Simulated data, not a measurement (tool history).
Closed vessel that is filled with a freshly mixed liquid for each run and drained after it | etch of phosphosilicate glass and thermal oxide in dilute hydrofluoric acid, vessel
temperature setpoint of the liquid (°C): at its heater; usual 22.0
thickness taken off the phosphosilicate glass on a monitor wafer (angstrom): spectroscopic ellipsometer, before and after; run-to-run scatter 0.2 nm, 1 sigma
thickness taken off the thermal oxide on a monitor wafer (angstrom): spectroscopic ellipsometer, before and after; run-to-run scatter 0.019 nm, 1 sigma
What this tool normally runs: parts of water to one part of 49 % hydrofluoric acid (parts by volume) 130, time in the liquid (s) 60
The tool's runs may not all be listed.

run     day  temperature setpoint of the liquid (°C)  parts of water to one part of 49 % hydrofluoric acid (parts by volume)  time in the liquid (s)  read-back film thickness of the phosphosilicate glass reference wafer, read on the same gauge (nm)  read-back film thickness of the thermal oxide reference wafer, read on the same gauge (nm)  thickness taken off the phosphosilicate glass on a monitor wafer (angstrom)  thickness taken off the thermal oxide on a monitor wafer (angstrom)
  1   0.000                                     22.0                                                                     130                      60                                                                                              130.04                                                                                      99.979                                                                        335.6                                                                20.00
      1.129  -- thermometer replaced
  2   1.150                                     22.0                                                                     130                      60                                                                                              129.99                                                                                     100.012                                                                        332.7                                                                20.02
  3   2.346                                     22.0                                                                     130                      60                                                                                              130.02                                                                                     100.034                                                                        330.7                                                                19.80
  4   3.212                                     22.0                                                                     130                      60                                                                                              130.00                                                                                      99.981                                                                        334.9                                                                20.26
  5   4.192                                     22.0                                                                     130                      60                                                                                              129.99                                                                                      99.987                                                                        334.4                                                                19.63
  6   5.633                                     22.0                                                                     130                      60                                                                                              130.01                                                                                      99.991                                                                        337.4                                                                19.78
  7   6.962                                     22.0                                                                     130                      60                                                                                              129.98                                                                                     100.011                                                                        332.4                                                                20.09
      8.004  -- hydrofluoric acid flow meter replaced
  8   8.454                                     22.0                                                                     130                      60                                                                                              129.98                                                                                      99.997                                                                        310.4                                                                18.18
  9   9.217                                     22.0                                                                     130                      60                                                                                              129.99                                                                                     100.033                                                                        309.4                                                                18.52
 10  10.108                                     26.0                                                                      80                      60                                                                                              129.99                                                                                     100.003                                                                        627.3                                                                38.28
     10.467  -- gauge calibrated
 11  10.717                                     22.0                                                                     155                      40                                                                                              130.01                                                                                     100.030                                                                        170.8                                                                10.03
 12  11.275                                     18.5                                                                     190                      95                                                                                              130.02                                                                                     100.042                                                                        275.8                                                                16.27
 13  12.467                                     22.0                                                                      70                      60                                                                                              130.03                                                                                      99.992                                                                        616.5                                                                36.30
 14  13.754                                     22.0                                                                     130                      30                                                                                              129.96                                                                                      99.967                                                                        158.2                                                                 9.35
 15  14.712                                     24.0                                                                     170                      85                                                                                              130.02                                                                                      99.999                                                                        348.0                                                                20.88
 16  16.454                                     26.0                                                                     105                      30                                                                                              130.00                                                                                      99.978                                                                        235.0                                                                13.88
 17  17.742                                     22.0                                                                     180                      40                                                                                              129.97                                                                                      99.994                                                                        144.2                                                                 8.64
 18  18.888                                     25.0                                                                     175                      40                                                                                              130.05                                                                                     100.001                                                                        166.5                                                                 9.81
 19  20.138                                     22.0                                                                      95                      40                                                                                              130.01                                                                                     100.045                                                                        302.0                                                                17.93
 20  21.079                                     24.5                                                                     110                      45                                                                                              129.98                                                                                     100.001                                                                        316.3                                                                18.85
 21  22.025                                     22.0                                                                     170                      60                                                                                              129.99                                                                                     100.000                                                                        232.1                                                                13.57
 22  23.367                                     18.0                                                                     130                      90                                                                                              130.02                                                                                     100.011                                                                        406.7                                                                24.07
 23  24.617                                     22.0                                                                     130                      60                                                                                              130.00                                                                                      99.983                                                                        317.7                                                                18.82
 24  25.462                                     22.0                                                                     130                      60                                                                                              130.02                                                                                      99.969                                                                        319.4                                                                18.82
 25  28.704                                     25.0                                                                     115                      45                                                                                              130.02                                                                                     100.030                                                                        312.1                                                                18.32

List, for all runs, the conditions of the tool that the log does not record:
liquid colder than its thermometer reads (K): 0 at every run
gauge reads high (%): 0 at every run
H1: hydrofluoric acid flow above the setpoint (%)
run    H1
  1  7.48
  2  7.65
  3  7.83
  4  7.96
  5   8.1
  6  8.32
  7  8.51
  8  1.25
  9  1.36
 10  1.49
 11  1.58
 12  1.67
 13  1.85
 14  2.04
 15  2.18
 16  2.44
 17  2.63
 18   2.8
 19  2.99
 20  3.13
 21  3.27
 22  3.47
 23  3.65
 24  3.78
 25  4.26

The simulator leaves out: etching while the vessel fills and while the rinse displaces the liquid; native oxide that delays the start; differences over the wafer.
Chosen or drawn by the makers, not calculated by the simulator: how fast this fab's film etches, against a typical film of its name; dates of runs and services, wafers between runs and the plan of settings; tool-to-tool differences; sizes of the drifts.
